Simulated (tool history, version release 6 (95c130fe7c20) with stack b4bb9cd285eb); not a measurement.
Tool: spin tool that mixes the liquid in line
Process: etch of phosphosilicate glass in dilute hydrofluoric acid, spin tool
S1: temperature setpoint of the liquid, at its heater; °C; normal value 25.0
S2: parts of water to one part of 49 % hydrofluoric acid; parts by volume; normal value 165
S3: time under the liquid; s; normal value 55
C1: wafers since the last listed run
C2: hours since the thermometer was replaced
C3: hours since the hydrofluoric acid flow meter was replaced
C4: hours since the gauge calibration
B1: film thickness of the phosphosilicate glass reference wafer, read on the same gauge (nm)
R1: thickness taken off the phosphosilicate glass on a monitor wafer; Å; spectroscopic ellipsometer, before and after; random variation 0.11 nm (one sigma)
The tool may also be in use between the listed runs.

run	hour	S1	S2	S3	C1	C2	C3	C4	B1	R1
1	0.0	25.0	165	55	0	865.9	450.1	141.0	139.98	270.4
2	13.3	25.0	165	55	181	879.2	463.4	154.3	140.00	271.6
3	27.6	25.0	165	55	195	893.5	477.7	168.6	139.99	269.4
4	37.8	25.0	165	55	139	903.7	487.9	178.8	139.98	270.5
5	46.1	25.0	165	55	113	912.0	496.2	187.1	140.02	270.5
6	63.0	25.0	165	55	230	928.9	513.1	204.0	140.04	268.4
7	79.3	25.0	165	55	222	945.2	529.4	220.3	139.99	269.9
8	87.7	27.0	165	55	114	953.6	537.8	228.7	140.00	288.9
9	111.2	25.0	165	55	320	977.1	561.3	252.2	140.00	268.0
# hour 126.4: thermometer replaced
10	126.7	25.0	165	55	197	0.3	576.8	267.7	140.03	291.3
# hour 134.6: gauge calibrated
11	136.5	25.0	165	55	133	10.1	586.6	1.9	140.04	291.4
12	146.1	25.0	195	55	131	19.7	596.2	11.5	140.01	236.2
13	163.4	25.0	195	55	236	37.0	613.5	28.8	139.99	237.4
# hour 170.3: hydrofluoric acid flow meter replaced
14	181.1	25.0	165	55	228	54.7	10.8	46.5	139.98	289.1
15	194.7	29.0	165	30	185	68.3	24.4	60.1	140.03	183.0
16	202.0	25.0	165	35	99	75.6	31.7	67.4	140.00	183.0
17	216.9	25.0	165	55	203	90.5	46.6	82.3	140.02	290.5
18	233.8	25.0	165	55	230	107.4	63.5	99.2	139.99	289.4
19	246.9	25.0	165	55	178	120.5	76.6	112.3	140.00	290.0
20	257.7	25.0	165	55	147	131.3	87.4	123.1	140.01	287.2
21	268.6	25.0	90	30	148	142.2	98.3	134.0	140.01	313.6
22	285.9	29.5	100	30	236	159.5	115.6	151.3	139.97	331.1
23	303.0	22.0	165	55	233	176.6	132.7	168.4	139.99	255.4
24	319.9	27.5	135	30	230	193.5	149.6	185.3	139.99	217.5
25	328.6	28.0	95	45	118	202.2	158.3	194.0	140.01	500.3
26	336.2	23.5	125	55	103	209.8	165.9	201.6	140.00	371.9
27	346.7	20.5	100	55	143	220.3	176.4	212.1	139.96	420.5
# hour 355.1: gauge calibrated
28	361.8	25.0	165	85	206	235.4	191.5	6.7	139.99	442.3

Alternative continuations, all from the tool just after run 28; predict every row:
A	362.2	25.0	165	55	5	235.8	191.9	7.1	?	?
B	362.2	23.5	110	55	5	235.8	191.9	7.1	?	?
C	362.2	23.0	215	55	5	235.8	191.9	7.1	?	?
D	362.2	25.0	240	75	5	235.8	191.9	7.1	?	?

run	B1	R1
A	140.01	283.9
B	140.01	427.8
C	140.01	191.6
D	140.01	245.6
Without the tool's unlogged condition, the same runs would have read:
run	R1
A	294.8
B	445.1
C	198.9
D	254.5
